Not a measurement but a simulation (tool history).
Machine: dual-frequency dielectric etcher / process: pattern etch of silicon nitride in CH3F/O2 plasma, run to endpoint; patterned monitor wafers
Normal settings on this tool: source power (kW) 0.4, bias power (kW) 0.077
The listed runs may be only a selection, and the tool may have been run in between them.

run	hour	source power (kW)	bias power (kW)	incoming incoming film thickness, nm	endpoint time (s)
1	0	0.34	0.084	97	113.5
2	24.4	0.34	0.084	97.3	113.2
3	79.5	0.4	0.083	96.5	107.6
4	151.3	0.4	0.083	96.9	107.6
5	190	0.4	0.083	97.3	107.5
# hour 247.6: wet clean of the chamber
6	248.1	0.4	0.081	96.2	109.4
7	285.7	0.4	0.09	97	106
# hour 420: source power generator calibrated
8	439.6	0.4	0.09	96.8	105
9	467.2	0.4	0.077	98.1	112.1
10	538	0.43	0.077	96.9	107.6
11	573.1	0.43	0.077	97.1	108
# hour 616.5: wet clean of the chamber
12	625.3	0.43	0.077	97.5	109.7
13	653.3	0.48	0.077	97	105.6
14	716.5	0.48	0.077	97.4	105.9
15	763.2	0.49	0.077	96.6	103.6
16	811.5	0.4	0.077	96.3	111
# hour 844.5: bias power generator calibrated
17	879.1	0.47	0.068	97.2	109.6
18	905.5	0.4	0.094	95.6	102.1
19	947.9	0.48	0.061	96.3	110.8
# hour 977.7: wet clean of the chamber
# hour 993.4: upper electrode replaced
20	1005.8	0.44	0.091	96.3	102.3
21	1056.2	0.47	0.068	97	110.4
22	1127.6	0.4	0.077	98	111.7
23	1155.3	0.34	0.067	96.7	121.3
24	1210.6	0.4	0.077	96.8	110.9
25	1248.5	0.45	0.094	97.2	100.6
# hour 1303.1: wet clean of the chamber
26	1304	0.31	0.07	97.1	124.6
27	1360.3	0.4	0.086	97.4	108.1
28	1396.2	0.44	0.091	96.1	101.3

Predict each of these 5 candidate next runs independently; none follows another, all start after run 28:
A	1396.7	0.4	0.077	97.5	?
B	1396.7	0.46	0.083	97.5	?
C	1396.7	0.32	0.072	97.5	?
D	1396.7	0.44	0.089	97.5	?
E	1396.7	0.4	0.096	97.5	?

run	endpoint time (s)
A	111.9
B	104.6
C	122.2
D	103.7
E	104.1
Had the tool no hidden state, the same runs would have come out as:
run	endpoint time (s)
A	112.5
B	105.2
C	122.9
D	104.3
E	104.7

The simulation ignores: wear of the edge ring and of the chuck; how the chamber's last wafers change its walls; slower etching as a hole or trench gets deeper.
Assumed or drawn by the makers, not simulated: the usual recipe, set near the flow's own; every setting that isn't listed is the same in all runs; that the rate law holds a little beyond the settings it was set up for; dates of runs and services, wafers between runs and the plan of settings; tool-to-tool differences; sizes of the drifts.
